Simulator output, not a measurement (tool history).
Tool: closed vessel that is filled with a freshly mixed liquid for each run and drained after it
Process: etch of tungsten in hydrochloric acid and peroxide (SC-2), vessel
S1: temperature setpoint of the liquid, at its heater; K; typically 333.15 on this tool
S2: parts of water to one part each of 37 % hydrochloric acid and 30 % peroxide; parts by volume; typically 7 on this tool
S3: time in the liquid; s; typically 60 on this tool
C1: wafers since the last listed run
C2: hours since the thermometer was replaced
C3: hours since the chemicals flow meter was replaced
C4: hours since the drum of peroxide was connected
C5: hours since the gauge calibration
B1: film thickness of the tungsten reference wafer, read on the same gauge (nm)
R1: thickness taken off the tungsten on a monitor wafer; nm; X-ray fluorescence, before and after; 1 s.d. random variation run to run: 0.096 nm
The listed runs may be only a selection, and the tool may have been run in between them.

run 1 day=0 | S1=333.15 S2=7 S3=60 | C1=0 C2=482.4 C3=2388.7 C4=515.6 C5=177.6 | B1=50.03 | R1=21.84
run 2 day=0.408 | S1=333.15 S2=7 S3=60 | C1=655 C2=492.2 C3=2398.5 C4=525.4 C5=187.4 | B1=50.01 | R1=21.95
run 3 day=1.046 | S1=333.15 S2=7 S3=60 | C1=1023 C2=507.5 C3=2413.8 C4=540.7 C5=202.7 | B1=49.99 | R1=21.82
run 4 day=1.433 | S1=333.15 S2=7 S3=60 | C1=622 C2=516.8 C3=2423.1 C4=550 C5=212 | B1=49.97 | R1=21.77
run 5 day=1.854 | S1=333.15 S2=7 S3=60 | C1=675 C2=526.9 C3=2433.2 C4=560.1 C5=222.1 | B1=49.98 | R1=21.74
run 6 day=2.546 | S1=333.15 S2=5.5 S3=85 | C1=1110 C2=543.5 C3=2449.8 C4=576.7 C5=238.7 | B1=49.97 | R1=36.82
run 7 day=3.292 | S1=333.15 S2=5.5 S3=85 | C1=1197 C2=561.4 C3=2467.7 C4=594.6 C5=256.6 | B1=50.01 | R1=36.81
-- day=3.804 chemicals flow meter replaced
run 8 day=4.029 | S1=333.15 S2=5.5 S3=85 | C1=1117 C2=579.1 C3=5.4 C4=612.3 C5=274.3 | B1=50.02 | R1=37.12
run 9 day=4.45 | S1=333.15 S2=7 S3=70 | C1=675 C2=589.2 C3=15.5 C4=622.4 C5=284.4 | B1=49.99 | R1=25.42
-- day=4.696 gauge calibrated
run 10 day=5.188 | S1=333.15 S2=7 S3=60 | C1=1184 C2=606.9 C3=33.2 C4=640.1 C5=11.8 | B1=49.99 | R1=21.51
run 11 day=5.633 | S1=333.15 S2=7 S3=60 | C1=715 C2=617.6 C3=43.9 C4=650.8 C5=22.5 | B1=50.03 | R1=21.5
run 12 day=6.304 | S1=327.15 S2=5.5 S3=40 | C1=1077 C2=633.7 C3=60 C4=666.9 C5=38.6 | B1=49.98 | R1=11.78
run 13 day=6.829 | S1=338.15 S2=5 S3=30 | C1=842 C2=646.3 C3=72.6 C4=679.5 C5=51.2 | B1=50.02 | R1=18.8
run 14 day=7.146 | S1=328.15 S2=4.5 S3=60 | C1=508 C2=653.9 C3=80.2 C4=687.1 C5=58.8 | B1=49.99 | R1=21.64
-- day=7.288 new drum of peroxide connected
-- day=7.354 thermometer replaced
run 15 day=7.779 | S1=337.65 S2=7 S3=80 | C1=883 C2=10.2 C3=95.4 C4=11.8 C5=74 | B1=49.99 | R1=40.79
run 16 day=8.208 | S1=333.15 S2=8.5 S3=60 | C1=689 C2=20.5 C3=105.7 C4=22.1 C5=84.3 | B1=50.02 | R1=19.86
run 17 day=8.775 | S1=333.15 S2=4 S3=50 | C1=909 C2=34.1 C3=119.3 C4=35.7 C5=97.9 | B1=50.01 | R1=29.11
run 18 day=9.229 | S1=328.15 S2=7 S3=70 | C1=729 C2=45 C3=130.2 C4=46.6 C5=108.8 | B1=49.99 | R1=19.76
run 19 day=9.629 | S1=329.65 S2=4 S3=30 | C1=642 C2=54.6 C3=139.8 C4=56.2 C5=118.4 | B1=50 | R1=13.93
run 20 day=10.246 | S1=333.15 S2=8 S3=60 | C1=990 C2=69.4 C3=154.6 C4=71 C5=133.2 | B1=49.97 | R1=20.79
run 21 day=10.721 | S1=329.15 S2=8.5 S3=40 | C1=762 C2=80.8 C3=166 C4=82.4 C5=144.6 | B1=50.04 | R1=10.27
run 22 day=11.375 | S1=333.15 S2=7 S3=60 | C1=1050 C2=96.5 C3=181.7 C4=98.1 C5=160.3 | B1=50.01 | R1=22.96
run 23 day=11.788 | S1=333.15 S2=7 S3=60 | C1=662 C2=106.4 C3=191.6 C4=108 C5=170.2 | B1=50.01 | R1=23.09

Forecast each of these 5 alternatives for the next run:
run A day=11.817 | S1=333.15 S2=7 S3=60 | C1=46 C2=107.1 C3=192.3 C4=108.7 C5=170.9 | B1=? | R1=?
run B day=11.817 | S1=329.15 S2=7 S3=75 | C1=46 C2=107.1 C3=192.3 C4=108.7 C5=170.9 | B1=? | R1=?
run C day=11.817 | S1=326.15 S2=8.5 S3=75 | C1=46 C2=107.1 C3=192.3 C4=108.7 C5=170.9 | B1=? | R1=?
run D day=11.817 | S1=329.65 S2=7 S3=50 | C1=46 C2=107.1 C3=192.3 C4=108.7 C5=170.9 | B1=? | R1=?
run E day=11.817 | S1=325.65 S2=7 S3=40 | C1=46 C2=107.1 C3=192.3 C4=108.7 C5=170.9 | B1=? | R1=?

run=A B1=50.02 R1=23.04
run=B B1=50.02 R1=22.34
run=C B1=50.02 R1=15.76
run=D B1=50.02 R1=15.38
run=E B1=50.02 R1=9.49
What these runs would have given with no unlogged condition in the tool:
run=A R1=23.31
run=B R1=22.6
run=C R1=15.94
run=D R1=15.56
run=E R1=9.6
